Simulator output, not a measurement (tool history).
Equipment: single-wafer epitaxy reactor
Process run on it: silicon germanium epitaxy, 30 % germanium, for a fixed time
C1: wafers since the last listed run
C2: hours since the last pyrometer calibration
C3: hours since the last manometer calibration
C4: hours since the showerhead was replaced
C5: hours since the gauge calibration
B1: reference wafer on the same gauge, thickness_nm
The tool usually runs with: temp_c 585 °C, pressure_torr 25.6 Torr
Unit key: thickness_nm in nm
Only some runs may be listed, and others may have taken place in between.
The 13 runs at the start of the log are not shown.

{"hour": 401.1, "done": "pyrometer calibrated"}
{"run": 14, "hour": 412.6, "temp_c": 590, "pressure_torr": 25.6, "C1": 483, "C2": 11.5, "C3": 2185.4, "C4": 5770.3, "C5": 40, "B1": 48.774, "thickness_nm": 58.905}
{"run": 15, "hour": 440.0, "temp_c": 590, "pressure_torr": 25.6, "C1": 659, "C2": 38.9, "C3": 2212.8, "C4": 5797.7, "C5": 67.4, "B1": 48.836, "thickness_nm": 58.877}
{"run": 16, "hour": 452.3, "temp_c": 585, "pressure_torr": 25.6, "C1": 295, "C2": 51.2, "C3": 2225.1, "C4": 5810, "C5": 79.7, "B1": 48.864, "thickness_nm": 53.614}
{"run": 17, "hour": 482.9, "temp_c": 600, "pressure_torr": 21.1, "C1": 736, "C2": 81.8, "C3": 2255.7, "C4": 5840.6, "C5": 110.3, "B1": 48.801, "thickness_nm": 63.25}
{"run": 18, "hour": 498.7, "temp_c": 585, "pressure_torr": 25.6, "C1": 380, "C2": 97.6, "C3": 2271.5, "C4": 5856.4, "C5": 126.1, "B1": 48.779, "thickness_nm": 53.675}
{"run": 19, "hour": 523.3, "temp_c": 571, "pressure_torr": 27.7, "C1": 591, "C2": 122.2, "C3": 2296.1, "C4": 5881, "C5": 150.7, "B1": 48.903, "thickness_nm": 43.696}
{"hour": 531.9, "done": "capacitance manometer re-zeroed and calibrated"}
{"run": 20, "hour": 557.0, "temp_c": 573, "pressure_torr": 28.8, "C1": 618, "C2": 155.9, "C3": 25.1, "C4": 5914.7, "C5": 184.4, "B1": 48.789, "thickness_nm": 45.787}
{"hour": 576.0, "done": "showerhead replaced, of another model than before"}
{"run": 21, "hour": 576.5, "temp_c": 593, "pressure_torr": 22.4, "C1": 276, "C2": 175.4, "C3": 44.6, "C4": 0.5, "C5": 203.9, "B1": 48.761, "thickness_nm": 59.208}
{"run": 22, "hour": 603.5, "temp_c": 585, "pressure_torr": 28.9, "C1": 649, "C2": 202.4, "C3": 71.6, "C4": 27.5, "C5": 230.9, "B1": 48.811, "thickness_nm": 56.01}
{"run": 23, "hour": 629.4, "temp_c": 596, "pressure_torr": 25.6, "C1": 623, "C2": 228.3, "C3": 97.5, "C4": 53.4, "C5": 256.8, "B1": 48.89, "thickness_nm": 65.17}
{"run": 24, "hour": 643.0, "temp_c": 585, "pressure_torr": 25.6, "C1": 327, "C2": 241.9, "C3": 111.1, "C4": 67, "C5": 270.4, "B1": 48.748, "thickness_nm": 53.632}
{"run": 25, "hour": 676.0, "temp_c": 585, "pressure_torr": 31.1, "C1": 793, "C2": 274.9, "C3": 144.1, "C4": 100, "C5": 303.4, "B1": 48.664, "thickness_nm": 57.45}
{"run": 26, "hour": 690.8, "temp_c": 585, "pressure_torr": 25.6, "C1": 356, "C2": 289.7, "C3": 158.9, "C4": 114.8, "C5": 318.2, "B1": 48.67, "thickness_nm": 53.736}
{"run": 27, "hour": 728.3, "temp_c": 585, "pressure_torr": 21.9, "C1": 902, "C2": 327.2, "C3": 196.4, "C4": 152.3, "C5": 355.7, "B1": 48.817, "thickness_nm": 50.957}
{"run": 28, "hour": 761.7, "temp_c": 585, "pressure_torr": 25.6, "C1": 803, "C2": 360.6, "C3": 229.8, "C4": 185.7, "C5": 389.1, "B1": 48.816, "thickness_nm": 53.491}
{"run": 29, "hour": 781.0, "temp_c": 596, "pressure_torr": 29.2, "C1": 464, "C2": 379.9, "C3": 249.1, "C4": 205, "C5": 408.4, "B1": 48.715, "thickness_nm": 68.709}
{"run": 30, "hour": 807.7, "temp_c": 585, "pressure_torr": 30.7, "C1": 642, "C2": 406.6, "C3": 275.8, "C4": 231.7, "C5": 435.1, "B1": 48.832, "thickness_nm": 57.255}
{"run": 31, "hour": 824.0, "temp_c": 585, "pressure_torr": 27.2, "C1": 392, "C2": 422.9, "C3": 292.1, "C4": 248, "C5": 451.4, "B1": 48.957, "thickness_nm": 54.749}
{"hour": 829.7, "done": "gauge calibrated"}
{"run": 32, "hour": 841.6, "temp_c": 570, "pressure_torr": 27.5, "C1": 423, "C2": 440.5, "C3": 309.7, "C4": 265.6, "C5": 11.9, "B1": 48.874, "thickness_nm": 41.973}
{"run": 33, "hour": 867.7, "temp_c": 581, "pressure_torr": 23.3, "C1": 627, "C2": 466.6, "C3": 335.8, "C4": 291.7, "C5": 38, "B1": 48.813, "thickness_nm": 48.014}
{"run": 34, "hour": 897.7, "temp_c": 585, "pressure_torr": 25.6, "C1": 721, "C2": 496.6, "C3": 365.8, "C4": 321.7, "C5": 68, "B1": 48.82, "thickness_nm": 53.651}
{"run": 35, "hour": 911.1, "temp_c": 585, "pressure_torr": 25.6, "C1": 322, "C2": 510, "C3": 379.2, "C4": 335.1, "C5": 81.4, "B1": 48.914, "thickness_nm": 53.403}

4 ways to go on from here, each from the tool as it stands after run 35. What would each give?
{"run": "A", "hour": 911.5, "temp_c": 573, "pressure_torr": 25.6, "C1": 9, "C2": 510.4, "C3": 379.6, "C4": 335.5, "C5": 81.8, "B1": "?", "thickness_nm": "?"}
{"run": "B", "hour": 911.5, "temp_c": 585, "pressure_torr": 22.9, "C1": 9, "C2": 510.4, "C3": 379.6, "C4": 335.5, "C5": 81.8, "B1": "?", "thickness_nm": "?"}
{"run": "C", "hour": 911.5, "temp_c": 590, "pressure_torr": 22.3, "C1": 9, "C2": 510.4, "C3": 379.6, "C4": 335.5, "C5": 81.8, "B1": "?", "thickness_nm": "?"}
{"run": "D", "hour": 911.5, "temp_c": 585, "pressure_torr": 22, "C1": 9, "C2": 510.4, "C3": 379.6, "C4": 335.5, "C5": 81.8, "B1": "?", "thickness_nm": "?"}

run=A B1=48.814 thickness_nm=43.243
run=B B1=48.814 thickness_nm=51.762
run=C B1=48.814 thickness_nm=56.089
run=D B1=48.814 thickness_nm=51.044
Take away the tool's hidden state, keep each run's random variation, and the runs would have read:
run=A thickness_nm=43.424
run=B thickness_nm=51.973
run=C thickness_nm=56.315
run=D thickness_nm=51.252
